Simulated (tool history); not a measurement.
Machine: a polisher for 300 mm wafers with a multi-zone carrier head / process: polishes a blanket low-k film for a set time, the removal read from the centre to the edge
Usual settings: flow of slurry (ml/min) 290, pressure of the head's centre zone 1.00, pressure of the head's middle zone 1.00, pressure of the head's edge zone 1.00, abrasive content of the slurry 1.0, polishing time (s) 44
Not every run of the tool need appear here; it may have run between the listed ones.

run   hour  flow of slurry (ml/min)  pressure of the head's centre zone  pressure of the head's middle zone  pressure of the head's edge zone  abrasive content of the slurry  polishing time (s)  incoming thickness of the incoming film, nm  film removed at the wafer's centre (angstrom)  film removed at mid-radius (angstrom)  film removed at the wafer's edge (angstrom)
  1    0.0                      290                                0.97                                1.00                              1.00                             1.0                  44                                        508.0                                            196                                    199                                          200
  2   32.3                      290                                1.00                                1.00                              0.93                             1.0                  44                                        499.2                                            199                                    202                                          190
  3   51.0                      235                                0.88                                1.00                              0.92                             1.3                  44                                        499.1                                            193                                    222                                          211
  4   71.4                      290                                1.00                                1.00                              1.00                             1.0                  53                                        502.2                                            235                                    239                                          241
      87.5  -- worn pad replaced by a new one
  5   99.6                      290                                1.00                                1.07                              1.00                             1.0                  30                                        508.5                                            142                                    149                                          143
  6  132.5                      290                                1.00                                0.89                              1.00                             1.0                  44                                        499.3                                            202                                    197                                          204
     154.6  -- edge zone pressure recalibrated
  7  161.7                      240                                1.00                                1.00                              1.03                             1.0                  44                                        502.9                                            202                                    202                                          202
     214.7  -- centre zone pressure recalibrated
  8  228.2                      290                                1.00                                1.00                              1.04                             1.0                  44                                        500.5                                            200                                    205                                          205
  9  247.2                      240                                1.00                                1.00                              1.03                             1.0                  44                                        503.5                                            195                                    198                                          199
 10  269.4                      375                                1.00                                1.03                              1.00                             0.8                  44                                        488.7                                            175                                    181                                          176
     273.1  -- slurry nozzle cleaned
     283.9  -- worn pad replaced by a new one, of another model than before
 11  297.7                      240                                0.92                                1.00                              1.00                             1.0                  44                                        499.3                                            186                                    209                                          210
     323.6  -- carrier head's membrane replaced by a new one
 12  327.5                      220                                1.03                                1.06                              1.00                             1.0                  52                                        491.4                                            249                                    250                                          239
 13  348.2                      290                                1.00                                1.00                              1.00                             1.0                  29                                        503.9                                            134                                    137                                          133
 14  370.4                      290                                1.00                                1.00                              1.00                             1.0                  44                                        497.1                                            200                                    207                                          201
 15  394.8                      290                                1.06                                0.94                              1.05                             1.0                  44                                        499.3                                            217                                    200                                          208
 16  415.9                      290                                1.00                                1.00                              1.00                             1.0                  44                                        492.0                                            200                                    203                                          197
 17  431.1                      360                                1.00                                1.00                              1.00                             1.0                  49                                        503.6                                            225                                    232                                          222
 18  454.9                      290                                1.00                                1.00                              0.93                             1.0                  44                                        494.8                                            196                                    201                                          191
 19  476.4                      290                                1.00                                1.00                              1.05                             1.0                  44                                        503.9                                            200                                    200                                          203
     482.6  -- worn pad replaced by a new one
 20  492.8                      290                                0.95                                1.00                              1.00                             0.7                  44                                        493.9                                            154                                    164                                          161
 21  520.8                      290                                1.00                                1.00                              1.00                             1.0                  56                                        497.3                                            260                                    269                                          265
     534.7  -- slurry nozzle cleaned
 22  554.5                      290                                1.11                                1.00                              1.00                             0.7                  53                                        510.9                                            211                                    194                                          193

Alternative continuations, all from the tool just after run 22; predict every row:
  A  554.9                      290                                1.00                                1.00                              1.07                             1.0                  44                                        498.9                                              ?                                      ?                                            ?
  B  554.9                      290                                1.05                                1.00                              1.00                             1.0                  44                                        498.9                                              ?                                      ?                                            ?
  C  554.9                      220                                1.08                                1.00                              0.90                             1.0                  57                                        498.9                                              ?                                      ?                                            ?

run  film removed at the wafer's centre (angstrom)  film removed at mid-radius (angstrom)  film removed at the wafer's edge (angstrom)
  A                                            205                                    210                                          210
  B                                            216                                    210                                          203
  C                                            283                                    268                                          248
Without the tool's unlogged condition, the same runs would have read:
run  film removed at the wafer's centre (angstrom)  film removed at mid-radius (angstrom)  film removed at the wafer's edge (angstrom)
  A                                            210                                    214                                          215
  B                                            221                                    214                                          208
  C                                            290                                    274                                          254
